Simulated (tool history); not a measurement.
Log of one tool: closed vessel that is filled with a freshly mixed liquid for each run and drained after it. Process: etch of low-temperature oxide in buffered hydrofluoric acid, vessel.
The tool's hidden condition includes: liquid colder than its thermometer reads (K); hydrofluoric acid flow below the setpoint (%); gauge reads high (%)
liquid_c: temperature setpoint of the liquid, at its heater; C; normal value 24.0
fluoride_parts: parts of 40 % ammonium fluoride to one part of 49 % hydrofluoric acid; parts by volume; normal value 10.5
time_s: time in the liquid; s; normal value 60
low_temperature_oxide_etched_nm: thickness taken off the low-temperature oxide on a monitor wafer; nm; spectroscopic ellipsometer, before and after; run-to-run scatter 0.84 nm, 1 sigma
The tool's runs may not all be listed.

run	hour	liquid_c	fluoride_parts	time_s	wafers since the last listed run	hours since the thermometer was replaced	hours since the hydrofluoric acid flow meter was replaced	hours since the gauge calibration	read-back film thickness of the low-temperature oxide reference wafer, read on the same gauge (nm)	low_temperature_oxide_etched_nm
1	0.0	26.5	10.5	60	0	1034.2	399.3	2031.3	139.99	171.49
2	28.4	24.0	10.5	60	2507	1062.6	427.7	2059.7	140.00	147.93
3	60.3	27.0	10.5	85	2816	1094.5	459.6	2091.6	139.98	245.25
4	125.3	24.0	10.5	60	5739	1159.5	524.6	2156.6	140.00	146.85
5	192.8	24.0	10.5	60	5959	1227.0	592.1	2224.1	140.01	146.32
6	374.8	24.0	10.5	60	16069	1409.0	774.1	2406.1	140.00	143.45
# hour 384.8: gauge calibrated
7	436.1	24.0	10.5	60	5412	1470.3	835.4	51.3	139.98	142.69
8	469.4	24.0	10.5	60	2940	1503.6	868.7	84.6	140.00	142.98
9	518.3	24.0	10.5	60	4317	1552.5	917.6	133.5	140.00	142.82
10	565.2	24.0	14.5	60	4140	1599.4	964.5	180.4	140.00	102.73
11	624.6	22.5	13.5	40	5244	1658.8	1023.9	239.8	140.01	67.86
12	687.0	25.5	12.0	85	5509	1721.2	1086.3	302.2	139.99	188.00
13	738.7	21.0	8.5	30	4564	1772.9	1138.0	353.9	139.99	70.87
# hour 777.3: hydrofluoric acid flow meter replaced
14	810.1	24.0	10.5	60	6215	1844.3	32.8	425.3	140.00	150.39
15	843.0	26.5	12.0	60	2904	1877.2	65.7	458.2	140.01	151.33
16	874.6	24.0	10.5	60	2790	1908.8	97.3	489.8	140.00	149.41
17	931.8	24.0	13.0	40	5050	1966.0	154.5	547.0	139.99	80.90
18	978.1	22.5	13.5	40	4087	2012.3	200.8	593.3	139.98	71.83
19	1049.3	24.0	10.5	60	6286	2083.5	272.0	664.5	140.02	149.43
20	1091.1	22.5	6.5	35	3690	2125.3	313.8	706.3	139.99	124.42
# hour 1095.1: thermometer replaced
21	1161.2	26.0	10.5	50	6101	66.1	383.9	776.4	139.99	141.83
22	1186.8	28.0	10.5	60	2260	91.7	409.5	802.0	140.01	188.07
23	1216.4	24.0	10.5	60	2613	121.3	439.1	831.6	140.02	150.31
24	1279.4	20.5	10.5	80	5562	184.3	502.1	894.6	139.98	164.90
25	1308.3	24.0	12.0	90	2551	213.2	531.0	923.5	140.01	197.63
26	1366.4	22.5	13.0	50	5129	271.3	589.1	981.6	139.97	92.23
27	1431.7	24.0	13.5	60	5765	336.6	654.4	1046.9	140.02	117.41
28	1469.5	24.0	10.5	60	3337	374.4	692.2	1084.7	140.00	146.32
29	1503.0	24.0	10.5	60	2957	407.9	725.7	1118.2	140.03	147.37
30	1541.5	24.0	10.5	60	3399	446.4	764.2	1156.7	140.00	148.27
31	1613.1	25.5	11.5	40	6321	518.0	835.8	1228.3	140.02	96.73
32	1669.7	22.5	10.5	50	4997	574.6	892.4	1284.9	140.02	111.78

Describe how what the log doesn't record of the tool's condition differs between the last listed run preceding each entry between runs and the first listed run following it.
From run 6 to run 7: gauge calibrated (hour 384.8)
  liquid colder than its thermometer reads (K): 0.441 -> 0.459; hydrofluoric acid flow below the setpoint (%): 6.24 -> 6.62
  the result without the hidden state subtracted from the measured one, low_temperature_oxide_etched_nm: -13.02 -> -13.74 nm
From run 13 to run 14: hydrofluoric acid flow meter replaced (hour 777.3)
  liquid colder than its thermometer reads (K): 0.55 -> 0.571; hydrofluoric acid flow below the setpoint (%): 8.51 -> 0.762
  the result without the hidden state subtracted from the measured one, low_temperature_oxide_etched_nm: -8.46 -> -5.92 nm
From run 20 to run 21: thermometer replaced (hour 1095.1)
  liquid colder than its thermometer reads (K): 0.655 -> 0.138; hydrofluoric acid flow below the setpoint (%): 2.52 -> 2.96
  the result without the hidden state subtracted from the measured one, low_temperature_oxide_etched_nm: -7.42 -> -5.32 nm
